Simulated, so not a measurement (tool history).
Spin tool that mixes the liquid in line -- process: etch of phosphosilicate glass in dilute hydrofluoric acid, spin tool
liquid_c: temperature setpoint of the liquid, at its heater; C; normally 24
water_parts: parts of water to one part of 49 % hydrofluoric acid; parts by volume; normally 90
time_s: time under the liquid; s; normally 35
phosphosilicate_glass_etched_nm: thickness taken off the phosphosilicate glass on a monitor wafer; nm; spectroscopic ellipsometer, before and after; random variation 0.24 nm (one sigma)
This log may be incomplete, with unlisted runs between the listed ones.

run   hour  liquid_c  water_parts  time_s  wafers since the last listed run  hours since the thermometer was replaced  hours since the hydrofluoric acid flow meter was replaced  hours since the gauge calibration  read-back film thickness of the phosphosilicate glass reference wafer, read on the same gauge (nm)  phosphosilicate_glass_etched_nm
  1      0        24           90      35                                 0                                    2466.9                                                        142                              580.9                                                                                              140.01                            25.43
  2     12        24           90      35                               244                                    2478.9                                                        154                              592.9                                                                                                 140                            25.63
  3   41.3        24           90      25                               597                                    2508.2                                                      183.3                              622.2                                                                                              140.01                            18.02
  4   76.3        24           90      25                               713                                    2543.2                                                      218.3                              657.2                                                                                                 140                            18.16
  5  104.9        24           90      25                               582                                    2571.8                                                      246.9                              685.8                                                                                              139.99                            18.08
  6  126.9        23           90      35                               448                                    2593.8                                                      268.9                              707.8                                                                                                 140                            23.62
  7  146.8        24          115      20                               405                                    2613.7                                                      288.8                              727.7                                                                                              140.01                            10.67
  8  175.3        24          115      20                               580                                    2642.2                                                      317.3                              756.2                                                                                              140.01                            10.71
  9  196.8        24          115      20                               438                                    2663.7                                                      338.8                              777.7                                                                                              140.01                            10.63
 10  210.7        24           90      35                               283                                    2677.6                                                      352.7                              791.6                                                                                              139.99                            24.62
 11  230.3        24           90      35                               399                                    2697.2                                                      372.3                              811.2                                                                                                 140                            24.16
 12  243.2        24           90      35                               262                                    2710.1                                                      385.2                              824.1                                                                                              140.01                            24.46
 13  258.8        24           90      35                               317                                    2725.7                                                      400.8                              839.7                                                                                              139.98                             23.9
     263.6  -- gauge calibrated
 14  294.7        24           90      35                               731                                    2761.6                                                      436.7                               31.1                                                                                                 140                            24.08
 15  323.3        24           90      35                               582                                    2790.2                                                      465.3                               59.7                                                                                              140.02                            23.87
 16  358.8        24           90      35                               723                                    2825.7                                                      500.8                               95.2                                                                                              139.99                             23.3
 17  375.7      21.5          135      50                               344                                    2842.6                                                      517.7                              112.1                                                                                                 140                            18.96
     382.3  -- hydrofluoric acid flow meter replaced
 18  408.8        24           90      35                               654                                    2875.7                                                       26.5                              145.2                                                                                              140.02                            25.94
 19  437.5        24           90      50                               584                                    2904.4                                                       55.2                              173.9                                                                                                 140                            36.99
 20  450.9        26          125      50                               273                                    2917.8                                                       68.6                              187.3                                                                                                 140                            27.62
 21  481.8        24           90      20                               629                                    2948.7                                                       99.5                              218.2                                                                                              139.98                            14.76
     484.9  -- thermometer replaced
 22  499.4        24           90      35                               338                                      14.5                                                      117.1                              235.8                                                                                              140.01                            25.81
 23  528.1      25.5          105      35                               584                                      43.2                                                      145.8                              264.5                                                                                              140.01                            22.62
 24  563.6        21          105      35                               723                                      78.7                                                      181.3                                300                                                                                              140.03                            18.81
 25  585.5        28          110      45                               446                                     100.6                                                      203.2                              321.9                                                                                              139.99                            30.41
 26  606.3        20           65      55                               423                                     121.4                                                        224                              342.7                                                                                              140.01                            47.63
 27  630.6        24           90      35                               495                                     145.7                                                      248.3                                367                                                                                              140.01                            25.01
 28    661      19.5           90      35                               619                                     176.1                                                      278.7                              397.4                                                                                              140.01                            20.34
 29    693      21.5           90      20                               652                                     208.1                                                      310.7                              429.4                                                                                              140.01                            12.54
 30  724.3        24           90      35                               637                                     239.4                                                        342                              460.7                                                                                                 140                            24.96
 31    760        26           90      50                               727                                     275.1                                                      377.7                              496.4                                                                                                 140                            36.85
 32  795.4        24           90      35                               721                                     310.5                                                      413.1                              531.8                                                                                              139.97                            24.11

Measured less the same run without the tool's hidden state. The same run-to-run variation is in both; the gauge's scatter may not be:
The tool's hidden condition here consists of: liquid colder than its thermometer reads (K); hydrofluoric acid flow below the setpoint (%); gauge reads high (%).
run  phosphosilicate_glass_etched_nm
  1                            -0.83
  2                             -0.9
  3                            -0.76
  4                            -0.91
  5                            -1.04
  6                            -1.47
  7                            -0.73
  8                            -0.81
  9                            -0.87
 10                            -2.06
 11                            -2.13
 12                            -2.23
 13                            -2.28
 14                            -2.53
 15                            -2.68
 16                            -2.85
 17                            -2.49
 18                             -0.2
 19                            -0.52
 20                            -0.49
 21                            -0.35
 22                            -0.72
 23                            -0.79
 24                            -0.81
 25                            -1.51
 26                            -2.43
 27                            -1.46
 28                            -1.32
 29                            -0.92
 30                            -2.04
 31                            -3.36
 32                            -2.41

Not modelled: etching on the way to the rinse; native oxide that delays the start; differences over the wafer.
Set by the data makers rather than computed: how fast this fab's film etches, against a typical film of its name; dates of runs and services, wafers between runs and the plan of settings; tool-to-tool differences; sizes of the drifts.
